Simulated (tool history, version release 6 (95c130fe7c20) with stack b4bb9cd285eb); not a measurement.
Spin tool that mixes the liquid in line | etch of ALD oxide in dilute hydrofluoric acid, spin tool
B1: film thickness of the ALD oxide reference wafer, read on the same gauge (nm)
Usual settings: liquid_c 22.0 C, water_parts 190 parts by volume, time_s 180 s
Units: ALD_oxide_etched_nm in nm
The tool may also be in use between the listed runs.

run 1 hour=0.0 | liquid_c=22.0 water_parts=190 time_s=180 | B1=109.98 | ALD_oxide_etched_nm=14.80
run 2 hour=21.4 | liquid_c=22.0 water_parts=190 time_s=180 | B1=110.01 | ALD_oxide_etched_nm=14.82
run 3 hour=49.6 | liquid_c=22.0 water_parts=190 time_s=180 | B1=109.98 | ALD_oxide_etched_nm=14.86
run 4 hour=69.4 | liquid_c=22.0 water_parts=190 time_s=115 | B1=110.01 | ALD_oxide_etched_nm=9.58
run 5 hour=102.8 | liquid_c=22.0 water_parts=190 time_s=115 | B1=109.99 | ALD_oxide_etched_nm=9.52
run 6 hour=115.6 | liquid_c=22.0 water_parts=190 time_s=210 | B1=110.00 | ALD_oxide_etched_nm=17.57
run 7 hour=143.6 | liquid_c=22.0 water_parts=190 time_s=180 | B1=110.01 | ALD_oxide_etched_nm=15.03
run 8 hour=166.6 | liquid_c=22.0 water_parts=190 time_s=180 | B1=109.98 | ALD_oxide_etched_nm=15.11
run 9 hour=185.1 | liquid_c=22.0 water_parts=190 time_s=180 | B1=110.04 | ALD_oxide_etched_nm=14.99
run 10 hour=204.2 | liquid_c=22.0 water_parts=190 time_s=180 | B1=110.01 | ALD_oxide_etched_nm=15.26
run 11 hour=222.8 | liquid_c=22.0 water_parts=190 time_s=180 | B1=110.01 | ALD_oxide_etched_nm=15.11
run 12 hour=244.5 | liquid_c=22.0 water_parts=190 time_s=180 | B1=110.02 | ALD_oxide_etched_nm=15.13
run 13 hour=279.4 | liquid_c=22.0 water_parts=190 time_s=180 | B1=109.98 | ALD_oxide_etched_nm=15.15
run 14 hour=307.9 | liquid_c=26.0 water_parts=190 time_s=180 | B1=110.02 | ALD_oxide_etched_nm=17.49
run 15 hour=330.1 | liquid_c=26.0 water_parts=190 time_s=180 | B1=109.97 | ALD_oxide_etched_nm=17.57
run 16 hour=358.7 | liquid_c=18.0 water_parts=125 time_s=100 | B1=109.97 | ALD_oxide_etched_nm=11.78
-- hour=392.0 hydrofluoric acid flow meter replaced
run 17 hour=392.9 | liquid_c=22.0 water_parts=190 time_s=230 | B1=110.00 | ALD_oxide_etched_nm=18.75
run 18 hour=415.4 | liquid_c=22.0 water_parts=190 time_s=180 | B1=109.94 | ALD_oxide_etched_nm=14.57
run 19 hour=439.4 | liquid_c=20.0 water_parts=190 time_s=80 | B1=109.99 | ALD_oxide_etched_nm=6.08
run 20 hour=466.1 | liquid_c=22.0 water_parts=120 time_s=180 | B1=110.00 | ALD_oxide_etched_nm=25.25
run 21 hour=494.9 | liquid_c=22.0 water_parts=190 time_s=180 | B1=110.00 | ALD_oxide_etched_nm=14.74
-- hour=505.7 thermometer replaced
-- hour=544.3 gauge calibrated
run 22 hour=594.9 | liquid_c=27.0 water_parts=190 time_s=90 | B1=109.97 | ALD_oxide_etched_nm=8.27
run 23 hour=621.2 | liquid_c=22.0 water_parts=250 time_s=180 | B1=110.01 | ALD_oxide_etched_nm=9.94
run 24 hour=649.5 | liquid_c=24.0 water_parts=135 time_s=85 | B1=109.99 | ALD_oxide_etched_nm=10.62
run 25 hour=678.3 | liquid_c=22.0 water_parts=190 time_s=265 | B1=110.03 | ALD_oxide_etched_nm=20.40
run 26 hour=712.6 | liquid_c=18.5 water_parts=100 time_s=180 | B1=110.01 | ALD_oxide_etched_nm=25.21
run 27 hour=732.4 | liquid_c=18.0 water_parts=280 time_s=75 | B1=110.00 | ALD_oxide_etched_nm=3.10
run 28 hour=754.6 | liquid_c=26.0 water_parts=145 time_s=265 | B1=110.00 | ALD_oxide_etched_nm=33.13
run 29 hour=768.0 | liquid_c=22.0 water_parts=260 time_s=180 | B1=110.00 | ALD_oxide_etched_nm=9.56
run 30 hour=800.9 | liquid_c=20.0 water_parts=150 time_s=230 | B1=110.00 | ALD_oxide_etched_nm=21.99
run 31 hour=824.4 | liquid_c=22.0 water_parts=140 time_s=285 | B1=110.01 | ALD_oxide_etched_nm=31.86
run 32 hour=853.5 | liquid_c=22.0 water_parts=190 time_s=180 | B1=109.96 | ALD_oxide_etched_nm=14.09
run 33 hour=888.4 | liquid_c=22.0 water_parts=270 time_s=235 | B1=110.05 | ALD_oxide_etched_nm=12.01
run 34 hour=923.3 | liquid_c=17.5 water_parts=190 time_s=180 | B1=109.99 | ALD_oxide_etched_nm=11.94

Some steps in ALD_oxide_etched_nm between neighbouring runs. How much of each would the tool show without its hidden state too (settings, what came in, random variation), and how much is left for the hidden state, with any gauge scatter that isn't in both results?
The hidden state here: liquid hotter than its thermometer reads (K); hydrofluoric acid flow above the setpoint (%); gauge reads high (%).
Run 19 -> 20: liquid_c 20.0 -> 22.0, water_parts 190 -> 120, time_s 80 -> 180. ALD_oxide_etched_nm +19.17 nm: hidden state +1.46, all else +17.71.
Run 20 -> 21: water_parts 120 -> 190. ALD_oxide_etched_nm -10.51 nm: hidden state -0.81, all else -9.70.
Run 21 -> 22: liquid_c 22.0 -> 27.0, time_s 180 -> 90, thermometer replaced, gauge calibrated. ALD_oxide_etched_nm -6.47 nm: hidden state -0.99, all else -5.48.
Run 26 -> 27: liquid_c 18.5 -> 18.0, water_parts 100 -> 280, time_s 180 -> 75. ALD_oxide_etched_nm -22.11 nm: hidden state -0.45, all else -21.66.
Run 27 -> 28: liquid_c 18.0 -> 26.0, water_parts 280 -> 145, time_s 75 -> 265. ALD_oxide_etched_nm +30.03 nm: hidden state +0.71, all else +29.32.
Run 28 -> 29: liquid_c 26.0 -> 22.0, water_parts 145 -> 260, time_s 265 -> 180. ALD_oxide_etched_nm -23.57 nm: hidden state -0.56, all else -23.01.
